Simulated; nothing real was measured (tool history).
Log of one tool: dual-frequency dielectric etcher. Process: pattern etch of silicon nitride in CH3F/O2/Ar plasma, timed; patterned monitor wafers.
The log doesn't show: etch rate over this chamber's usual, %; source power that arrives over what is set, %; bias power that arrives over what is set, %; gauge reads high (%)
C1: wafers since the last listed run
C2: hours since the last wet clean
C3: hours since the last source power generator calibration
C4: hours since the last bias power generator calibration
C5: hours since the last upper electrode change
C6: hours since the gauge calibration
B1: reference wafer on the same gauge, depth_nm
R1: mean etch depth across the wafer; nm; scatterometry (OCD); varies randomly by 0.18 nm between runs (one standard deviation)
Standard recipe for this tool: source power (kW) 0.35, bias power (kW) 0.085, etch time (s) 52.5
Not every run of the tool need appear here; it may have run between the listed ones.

Run 1, hour 0: usual settings but source power (kW) 0.38, bias power (kW) 0.077; C1 0; C2 414.9; C3 3499.3; C4 4116.9; C5 3189.9; C6 43.6; B1 38.92. Result: R1 34.38 nm.
Run 2, hour 11.1: usual settings but source power (kW) 0.38, bias power (kW) 0.077; C1 117; C2 426; C3 3510.4; C4 4128; C5 3201; C6 54.7; B1 38.89. Result: R1 34.19 nm.
Run 3, hour 23.1: usual settings; C1 127; C2 438; C3 3522.4; C4 4140; C5 3213; C6 66.7; B1 38.93. Result: R1 34.58 nm.
Run 4, hour 29.3: usual settings; C1 65; C2 444.2; C3 3528.6; C4 4146.2; C5 3219.2; C6 72.9; B1 38.9. Result: R1 34.45 nm.
Run 5, hour 39.8: usual settings; C1 111; C2 454.7; C3 3539.1; C4 4156.7; C5 3229.7; C6 83.4; B1 38.94. Result: R1 34.25 nm.
Run 6, hour 51: usual settings but bias power (kW) 0.101, etch time (s) 49; C1 118; C2 465.9; C3 3550.3; C4 4167.9; C5 3240.9; C6 94.6; B1 38.87. Result: R1 33.32 nm.
Run 7, hour 57.3: usual settings but bias power (kW) 0.101, etch time (s) 49; C1 66; C2 472.2; C3 3556.6; C4 4174.2; C5 3247.2; C6 100.9; B1 38.95. Result: R1 33.2 nm.
At hour 90.6: upper electrode replaced.
At hour 101.3: wet clean of the chamber.
Run 8, hour 101.8: usual settings but source power (kW) 0.43, bias power (kW) 0.095, etch time (s) 40; C1 103; C2 0.5; C3 3601.1; C4 4218.7; C5 11.2; C6 145.4; B1 38.9. Result: R1 28.3 nm.
Run 9, hour 102.2: usual settings but source power (kW) 0.32, bias power (kW) 0.074; C1 2; C2 0.9; C3 3601.5; C4 4219.1; C5 11.6; C6 145.8; B1 38.9. Result: R1 32.46 nm.
Run 10, hour 102.5: usual settings; C1 0; C2 1.2; C3 3601.8; C4 4219.4; C5 11.9; C6 146.1; B1 38.98. Result: R1 34.2 nm.
At hour 106: source power generator calibrated.
At hour 106.8: bias power generator calibrated.
Run 11, hour 107.3: usual settings but source power (kW) 0.32, bias power (kW) 0.072, etch time (s) 42; C1 5; C2 6; C3 1.3; C4 0.5; C5 16.7; C6 150.9; B1 38.94. Result: R1 25.85 nm.
Run 12, hour 115.3: usual settings; C1 84; C2 14; C3 9.3; C4 8.5; C5 24.7; C6 158.9; B1 38.87. Result: R1 34.36 nm.
At hour 150: gauge calibrated.
Run 13, hour 166.9: usual settings but bias power (kW) 0.07, etch time (s) 44.5; C1 548; C2 65.6; C3 60.9; C4 60.1; C5 76.3; C6 16.9; B1 38.86. Result: R1 27.85 nm.
Run 14, hour 173.9: usual settings but source power (kW) 0.28, bias power (kW) 0.075, etch time (s) 64.5; C1 74; C2 72.6; C3 67.9; C4 67.1; C5 83.3; C6 23.9; B1 38.96. Result: R1 38.78 nm.
Run 15, hour 189: usual settings but source power (kW) 0.41, etch time (s) 66.5; C1 160; C2 87.7; C3 83; C4 82.2; C5 98.4; C6 39; B1 38.9. Result: R1 45.77 nm.

Predict each of these 3 candidate next runs independently; none follows another, all start after run 15:
Run A, hour 189.4: usual settings but etch time (s) 64; C1 4; C2 88.1; C3 83.4; C4 82.6; C5 98.8; C6 39.4; B1 ?. Result: R1 ?.
Run B, hour 189.4: usual settings but source power (kW) 0.33, bias power (kW) 0.066; C1 4; C2 88.1; C3 83.4; C4 82.6; C5 98.8; C6 39.4; B1 ?. Result: R1 ?.
Run C, hour 189.4: usual settings but bias power (kW) 0.076, etch time (s) 65.5; C1 4; C2 88.1; C3 83.4; C4 82.6; C5 98.8; C6 39.4; B1 ?. Result: R1 ?.

run     B1     R1
  A  38.92   41.6
  B  38.92  31.76
  C  38.92  41.52
Stripped of hidden state, with their random variation kept, the same runs would have yielded:
run     R1
  A   41.6
  B  31.76
  C  41.52
